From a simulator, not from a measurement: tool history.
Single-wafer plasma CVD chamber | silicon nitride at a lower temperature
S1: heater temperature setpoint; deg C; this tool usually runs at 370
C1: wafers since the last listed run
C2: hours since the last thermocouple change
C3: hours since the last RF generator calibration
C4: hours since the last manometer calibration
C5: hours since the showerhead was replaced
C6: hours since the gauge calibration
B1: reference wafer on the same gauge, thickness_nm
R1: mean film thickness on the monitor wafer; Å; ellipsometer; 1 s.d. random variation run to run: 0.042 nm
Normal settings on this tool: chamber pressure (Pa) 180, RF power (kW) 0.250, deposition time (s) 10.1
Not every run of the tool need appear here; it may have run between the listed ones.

{"run": 1, "hour": 0.0, "S1": 370, "chamber pressure (Pa)": 180, "RF power (kW)": 0.25, "deposition time (s)": 10.1, "C1": 0, "C2": 1233.3, "C3": 1047.5, "C4": 1274.3, "C5": 6679.9, "C6": 2349.1, "B1": 9.291, "R1": 108.27}
{"run": 2, "hour": 30.3, "S1": 370, "chamber pressure (Pa)": 180, "RF power (kW)": 0.25, "deposition time (s)": 10.1, "C1": 512, "C2": 1263.6, "C3": 1077.8, "C4": 1304.6, "C5": 6710.2, "C6": 2379.4, "B1": 9.292, "R1": 106.85}
{"run": 3, "hour": 60.0, "S1": 361, "chamber pressure (Pa)": 180, "RF power (kW)": 0.25, "deposition time (s)": 10.1, "C1": 502, "C2": 1293.3, "C3": 1107.5, "C4": 1334.3, "C5": 6739.9, "C6": 2409.1, "B1": 9.291, "R1": 107.84}
{"run": 4, "hour": 111.3, "S1": 361, "chamber pressure (Pa)": 180, "RF power (kW)": 0.25, "deposition time (s)": 10.1, "C1": 867, "C2": 1344.6, "C3": 1158.8, "C4": 1385.6, "C5": 6791.2, "C6": 2460.4, "B1": 9.288, "R1": 107.61}
{"run": 5, "hour": 163.2, "S1": 370, "chamber pressure (Pa)": 180, "RF power (kW)": 0.25, "deposition time (s)": 10.1, "C1": 877, "C2": 1396.5, "C3": 1210.7, "C4": 1437.5, "C5": 6843.1, "C6": 2512.3, "B1": 9.287, "R1": 108.28}
{"hour": 180.4, "done": "gauge calibrated"}
{"run": 6, "hour": 229.3, "S1": 370, "chamber pressure (Pa)": 180, "RF power (kW)": 0.25, "deposition time (s)": 10.1, "C1": 1117, "C2": 1462.6, "C3": 1276.8, "C4": 1503.6, "C5": 6909.2, "C6": 48.9, "B1": 9.302, "R1": 107.19}
{"run": 7, "hour": 285.4, "S1": 382, "chamber pressure (Pa)": 180, "RF power (kW)": 0.235, "deposition time (s)": 11.7, "C1": 948, "C2": 1518.7, "C3": 1332.9, "C4": 1559.7, "C5": 6965.3, "C6": 105.0, "B1": 9.294, "R1": 118.65}
{"run": 8, "hour": 345.7, "S1": 370, "chamber pressure (Pa)": 180, "RF power (kW)": 0.25, "deposition time (s)": 8.9, "C1": 1019, "C2": 1579.0, "C3": 1393.2, "C4": 1620.0, "C5": 7025.6, "C6": 165.3, "B1": 9.305, "R1": 94.27}
{"run": 9, "hour": 395.9, "S1": 370, "chamber pressure (Pa)": 156, "RF power (kW)": 0.25, "deposition time (s)": 11.7, "C1": 849, "C2": 1629.2, "C3": 1443.4, "C4": 1670.2, "C5": 7075.8, "C6": 215.5, "B1": 9.308, "R1": 117.56}
{"hour": 429.0, "done": "capacitance manometer re-zeroed and calibrated"}
{"run": 10, "hour": 443.4, "S1": 362, "chamber pressure (Pa)": 165, "RF power (kW)": 0.25, "deposition time (s)": 11.2, "C1": 668, "C2": 1676.7, "C3": 1490.9, "C4": 14.4, "C5": 7123.3, "C6": 263.0, "B1": 9.297, "R1": 121.56}
{"run": 11, "hour": 500.0, "S1": 376, "chamber pressure (Pa)": 224, "RF power (kW)": 0.25, "deposition time (s)": 8.6, "C1": 957, "C2": 1733.3, "C3": 1547.5, "C4": 71.0, "C5": 7179.9, "C6": 319.6, "B1": 9.285, "R1": 103.11}
{"hour": 513.9, "done": "showerhead replaced"}
{"run": 12, "hour": 539.2, "S1": 370, "chamber pressure (Pa)": 180, "RF power (kW)": 0.25, "deposition time (s)": 10.1, "C1": 527, "C2": 1772.5, "C3": 1586.7, "C4": 110.2, "C5": 25.3, "C6": 358.8, "B1": 9.298, "R1": 113.0}
{"run": 13, "hour": 605.1, "S1": 370, "chamber pressure (Pa)": 180, "RF power (kW)": 0.25, "deposition time (s)": 10.1, "C1": 1114, "C2": 1838.4, "C3": 1652.6, "C4": 176.1, "C5": 91.2, "C6": 424.7, "B1": 9.293, "R1": 112.45}
{"hour": 628.9, "done": "RF generator calibrated"}
{"run": 14, "hour": 663.5, "S1": 356, "chamber pressure (Pa)": 200, "RF power (kW)": 0.215, "deposition time (s)": 11.8, "C1": 852, "C2": 1896.8, "C3": 34.6, "C4": 234.5, "C5": 149.6, "C6": 483.1, "B1": 9.3, "R1": 124.17}
{"run": 15, "hour": 691.8, "S1": 360, "chamber pressure (Pa)": 167, "RF power (kW)": 0.22, "deposition time (s)": 10.1, "C1": 478, "C2": 1925.1, "C3": 62.9, "C4": 262.8, "C5": 177.9, "C6": 511.4, "B1": 9.311, "R1": 102.64}
{"run": 16, "hour": 752.2, "S1": 370, "chamber pressure (Pa)": 180, "RF power (kW)": 0.25, "deposition time (s)": 10.1, "C1": 1021, "C2": 1985.5, "C3": 123.3, "C4": 323.2, "C5": 238.3, "C6": 571.8, "B1": 9.29, "R1": 111.98}
{"hour": 760.6, "done": "capacitance manometer re-zeroed and calibrated, repeated, since the last time left the tool worse"}
{"hour": 766.1, "done": "thermocouple changed; heater temperature recalibrated"}
{"run": 17, "hour": 778.5, "S1": 362, "chamber pressure (Pa)": 180, "RF power (kW)": 0.21, "deposition time (s)": 10.1, "C1": 216, "C2": 12.4, "C3": 149.6, "C4": 17.9, "C5": 264.6, "C6": 598.1, "B1": 9.294, "R1": 98.62}
{"run": 18, "hour": 811.3, "S1": 370, "chamber pressure (Pa)": 180, "RF power (kW)": 0.25, "deposition time (s)": 10.1, "C1": 554, "C2": 45.2, "C3": 182.4, "C4": 50.7, "C5": 297.4, "C6": 630.9, "B1": 9.305, "R1": 109.48}
{"run": 19, "hour": 879.3, "S1": 381, "chamber pressure (Pa)": 180, "RF power (kW)": 0.25, "deposition time (s)": 10.1, "C1": 1150, "C2": 113.2, "C3": 250.4, "C4": 118.7, "C5": 365.4, "C6": 698.9, "B1": 9.316, "R1": 108.25}
{"run": 20, "hour": 948.6, "S1": 370, "chamber pressure (Pa)": 180, "RF power (kW)": 0.25, "deposition time (s)": 9.0, "C1": 1172, "C2": 182.5, "C3": 319.7, "C4": 188.0, "C5": 434.7, "C6": 768.2, "B1": 9.296, "R1": 97.6}
{"run": 21, "hour": 995.4, "S1": 378, "chamber pressure (Pa)": 180, "RF power (kW)": 0.235, "deposition time (s)": 9.2, "C1": 791, "C2": 229.3, "C3": 366.5, "C4": 234.8, "C5": 481.5, "C6": 815.0, "B1": 9.305, "R1": 95.23}
{"run": 22, "hour": 1035.9, "S1": 361, "chamber pressure (Pa)": 200, "RF power (kW)": 0.235, "deposition time (s)": 11.3, "C1": 684, "C2": 269.8, "C3": 407.0, "C4": 275.3, "C5": 522.0, "C6": 855.5, "B1": 9.308, "R1": 122.23}
{"run": 23, "hour": 1088.1, "S1": 370, "chamber pressure (Pa)": 180, "RF power (kW)": 0.25, "deposition time (s)": 9.0, "C1": 882, "C2": 322.0, "C3": 459.2, "C4": 327.5, "C5": 574.2, "C6": 907.7, "B1": 9.295, "R1": 97.31}
{"run": 24, "hour": 1119.1, "S1": 370, "chamber pressure (Pa)": 145, "RF power (kW)": 0.25, "deposition time (s)": 10.1, "C1": 524, "C2": 353.0, "C3": 490.2, "C4": 358.5, "C5": 605.2, "C6": 938.7, "B1": 9.307, "R1": 101.75}
{"run": 25, "hour": 1171.8, "S1": 370, "chamber pressure (Pa)": 145, "RF power (kW)": 0.22, "deposition time (s)": 10.1, "C1": 891, "C2": 405.7, "C3": 542.9, "C4": 411.2, "C5": 657.9, "C6": 991.4, "B1": 9.302, "R1": 93.66}
{"run": 26, "hour": 1369.3, "S1": 370, "chamber pressure (Pa)": 180, "RF power (kW)": 0.25, "deposition time (s)": 11.5, "C1": 3340, "C2": 603.2, "C3": 740.4, "C4": 608.7, "C5": 855.4, "C6": 1188.9, "B1": 9.281, "R1": 124.44}
{"run": 27, "hour": 1434.6, "S1": 370, "chamber pressure (Pa)": 205, "RF power (kW)": 0.25, "deposition time (s)": 10.1, "C1": 1104, "C2": 668.5, "C3": 805.7, "C4": 674.0, "C5": 920.7, "C6": 1254.2, "B1": 9.29, "R1": 113.3}
{"run": 28, "hour": 1501.3, "S1": 370, "chamber pressure (Pa)": 180, "RF power (kW)": 0.25, "deposition time (s)": 10.1, "C1": 1128, "C2": 735.2, "C3": 872.4, "C4": 740.7, "C5": 987.4, "C6": 1320.9, "B1": 9.299, "R1": 108.62}
{"run": 29, "hour": 1567.3, "S1": 370, "chamber pressure (Pa)": 180, "RF power (kW)": 0.25, "deposition time (s)": 10.1, "C1": 1116, "C2": 801.2, "C3": 938.4, "C4": 806.7, "C5": 1053.4, "C6": 1386.9, "B1": 9.312, "R1": 108.86}

Forecast each of these 3 alternatives for the next run:
{"run": "A", "hour": 1567.7, "S1": 370, "chamber pressure (Pa)": 180, "RF power (kW)": 0.265, "deposition time (s)": 10.1, "C1": 6, "C2": 801.6, "C3": 938.8, "C4": 807.1, "C5": 1053.8, "C6": 1387.3, "B1": "?", "R1": "?"}
{"run": "B", "hour": 1567.7, "S1": 365, "chamber pressure (Pa)": 180, "RF power (kW)": 0.25, "deposition time (s)": 9.4, "C1": 6, "C2": 801.6, "C3": 938.8, "C4": 807.1, "C5": 1053.8, "C6": 1387.3, "B1": "?", "R1": "?"}
{"run": "C", "hour": 1567.7, "S1": 370, "chamber pressure (Pa)": 197, "RF power (kW)": 0.25, "deposition time (s)": 8.3, "C1": 6, "C2": 801.6, "C3": 938.8, "C4": 807.1, "C5": 1053.8, "C6": 1387.3, "B1": "?", "R1": "?"}

run=A B1=9.292 R1=112.19
run=B B1=9.292 R1=100.98
run=C B1=9.292 R1=91.81
What these runs would have given with no unlogged condition in the tool:
run=A R1=112.61
run=B R1=101.36
run=C R1=92.14
